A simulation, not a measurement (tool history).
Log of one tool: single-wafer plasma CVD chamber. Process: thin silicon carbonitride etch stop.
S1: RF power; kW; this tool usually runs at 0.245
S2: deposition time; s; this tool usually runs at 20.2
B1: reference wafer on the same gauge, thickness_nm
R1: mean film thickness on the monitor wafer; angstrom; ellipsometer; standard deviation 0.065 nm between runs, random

| run | hour | S1 | S2 | B1 | R1 |
|---|---|---|---|---|---|
| 1 | 0.0 | 0.225 | 22.4 | 13.807 | 133.62 |
| 2 | 38.2 | 0.275 | 19.1 | 13.777 | 121.37 |
| 3 | 70.8 | 0.245 | 20.2 | 13.786 | 122.91 |
| 4 | 116.9 | 0.245 | 20.2 | 13.809 | 123.72 |
| 5 | 179.0 | 0.245 | 22.4 | 13.808 | 136.67 |
| 6 | 232.5 | 0.245 | 22.4 | 13.778 | 135.46 |
| 7 | 295.4 | 0.245 | 20.2 | 13.777 | 121.41 |
| 8 | 343.6 | 0.245 | 20.2 | 13.770 | 122.41 |
| 9 | 388.3 | 0.245 | 20.2 | 13.812 | 122.41 |
| 10 | 426.5 | 0.225 | 20.2 | 13.786 | 118.80 |
| 11 | 492.9 | 0.260 | 18.4 | 13.816 | 114.57 |
| 12 | 649.7 | 0.260 | 18.4 | 13.782 | 113.14 |
| 13 | 688.6 | 0.245 | 20.2 | 13.785 | 121.72 |
|  | 721.2 | gauge calibrated |
| 14 | 742.3 | 0.205 | 22.0 | 13.788 | 123.16 |
|  | 805.6 | showerhead replaced, of another model than before |
| 15 | 809.6 | 0.275 | 18.0 | 13.778 | 110.31 |
| 16 | 865.6 | 0.245 | 20.2 | 13.797 | 120.86 |
| 17 | 895.1 | 0.280 | 20.2 | 13.824 | 125.26 |
| 18 | 922.9 | 0.245 | 20.2 | 13.762 | 121.47 |
| 19 | 981.9 | 0.245 | 22.4 | 13.818 | 134.62 |
|  | 991.3 | thermocouple changed; heater temperature recalibrated |
|  | 1030.2 | RF generator calibrated |
| 20 | 1091.0 | 0.265 | 16.2 | 13.795 | 101.16 |
| 21 | 1159.3 | 0.225 | 23.5 | 13.809 | 140.57 |
| 22 | 1221.0 | 0.215 | 20.2 | 13.799 | 120.12 |
| 23 | 1289.2 | 0.245 | 23.7 | 13.811 | 145.02 |
| 24 | 1336.1 | 0.245 | 22.1 | 13.812 | 134.60 |

Consider 3 possible next runs. They are alternatives, not a sequence: every one starts from the tool as it was left by run 24. What does each give?
| A | 1336.5 | 0.245 | 18.5 | ? | ? |
| B | 1336.5 | 0.215 | 17.1 | ? | ? |
| C | 1336.5 | 0.265 | 18.1 | ? | ? |

| run | B1 | R1 |
|---|---|---|
| A | 13.769 | 112.32 |
| B | 13.769 | 100.56 |
| C | 13.769 | 112.06 |
With no hidden state in the tool, these same runs would have given:
| run | R1 |
|---|---|
| A | 112.50 |
| B | 100.72 |
| C | 112.24 |

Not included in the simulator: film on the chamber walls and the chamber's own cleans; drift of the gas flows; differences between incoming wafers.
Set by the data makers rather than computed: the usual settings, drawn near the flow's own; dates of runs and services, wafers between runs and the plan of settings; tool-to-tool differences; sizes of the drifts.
